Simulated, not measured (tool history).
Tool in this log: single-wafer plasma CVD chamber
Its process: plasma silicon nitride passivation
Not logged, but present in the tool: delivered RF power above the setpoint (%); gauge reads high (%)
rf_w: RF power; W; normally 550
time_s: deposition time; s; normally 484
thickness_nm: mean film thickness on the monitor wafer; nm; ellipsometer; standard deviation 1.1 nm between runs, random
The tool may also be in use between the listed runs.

run   hour  rf_w  time_s  wafers since the last listed run  hours since the last RF generator calibration  hours since the showerhead was replaced  hours since the gauge calibration  read-back reference wafer on the same gauge, thickness_nm  thickness_nm
  1    0.0   550     444                                 0                                          762.1                                   3579.1                               29.3                                                    824.171       702.208
  2   12.9   490     426                                62                                          775.0                                   3592.0                               42.2                                                    823.988       656.282
  3   24.7   490     426                                57                                          786.8                                   3603.8                               54.0                                                    823.824       655.332
  4   40.0   590     531                                74                                          802.1                                   3619.1                               69.3                                                    823.882       855.662
  5   46.6   585     484                                32                                          808.7                                   3625.7                               75.9                                                    823.827       778.294
      61.5  -- RF generator calibrated
  6   62.0   475     448                                35                                            0.5                                   3641.1                               91.3                                                    824.173       685.287
  7   71.6   475     448                                46                                           10.1                                   3650.7                              100.9                                                    823.657       686.740
  8   78.9   475     448                                35                                           17.4                                   3658.0                              108.2                                                    824.238       686.393
      86.2  -- gauge calibrated
  9   86.3   550     408                                35                                           24.8                                   3665.4                                0.1                                                    823.761       645.911
      95.7  -- showerhead replaced
 10   99.7   465     401                                26                                           38.2                                      4.0                               13.5                                                    824.228       612.517
 11  116.6   550     484                                82                                           55.1                                     20.9                               30.4                                                    824.223       766.390
 12  122.9   550     484                                30                                           61.4                                     27.2                               36.7                                                    823.966       765.964
 13  130.3   550     564                                35                                           68.8                                     34.6                               44.1                                                    824.078       891.916
 14  138.7   550     484                                40                                           77.2                                     43.0                               52.5                                                    824.214       766.228
 15  150.7   590     558                                58                                           89.2                                     55.0                               64.5                                                    823.880       895.820
 16  166.0   600     406                                74                                          104.5                                     70.3                               79.8                                                    823.854       656.033
 17  176.3   500     546                                50                                          114.8                                     80.6                               90.1                                                    823.957       843.851

What the log doesn't show, run by run:
delivered RF power above the setpoint (%): 0 in every run
gauge reads high (%): 0 in every run

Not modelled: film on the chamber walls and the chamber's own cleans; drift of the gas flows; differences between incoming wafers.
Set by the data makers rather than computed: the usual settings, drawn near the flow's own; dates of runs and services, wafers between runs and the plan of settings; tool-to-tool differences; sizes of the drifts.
